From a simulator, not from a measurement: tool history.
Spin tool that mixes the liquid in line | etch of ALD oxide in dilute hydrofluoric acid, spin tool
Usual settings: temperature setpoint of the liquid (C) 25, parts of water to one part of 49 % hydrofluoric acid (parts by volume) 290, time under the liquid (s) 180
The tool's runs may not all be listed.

| run | hour | temperature setpoint of the liquid (C) | parts of water to one part of 49 % hydrofluoric acid (parts by volume) | time under the liquid (s) | read-back film thickness of the ALD oxide reference wafer, read on the same gauge (nm) | thickness taken off the ALD oxide on a monitor wafer (nm) |
|---|---|---|---|---|---|---|
| 1 | 0.0 | 25 | 290 | 180 | 40.03 | 9.67 |
| 2 | 63.1 | 25 | 290 | 180 | 39.99 | 9.62 |
| 3 | 113.7 | 25 | 290 | 180 | 39.98 | 9.74 |
| 4 | 143.3 | 25 | 290 | 180 | 40.03 | 9.72 |
| 5 | 179.1 | 25 | 290 | 180 | 40.00 | 9.78 |
|  | 227.3 | hydrofluoric acid flow meter replaced |
| 6 | 228.4 | 25 | 290 | 180 | 40.04 | 8.94 |
| 7 | 262.7 | 25 | 290 | 180 | 39.99 | 8.93 |

Run 8 comes next. What will it give?
| 8 | 314.6 | 23 | 430 | 180 | ? | ? |

Run 8 gave read-back film thickness of the ALD oxide reference wafer, read on the same gauge (nm) 40.01, thickness taken off the ALD oxide on a monitor wafer (nm) 4.94.
Without the tool's hidden state the same run would have given thickness taken off the ALD oxide on a monitor wafer (nm) 4.90.
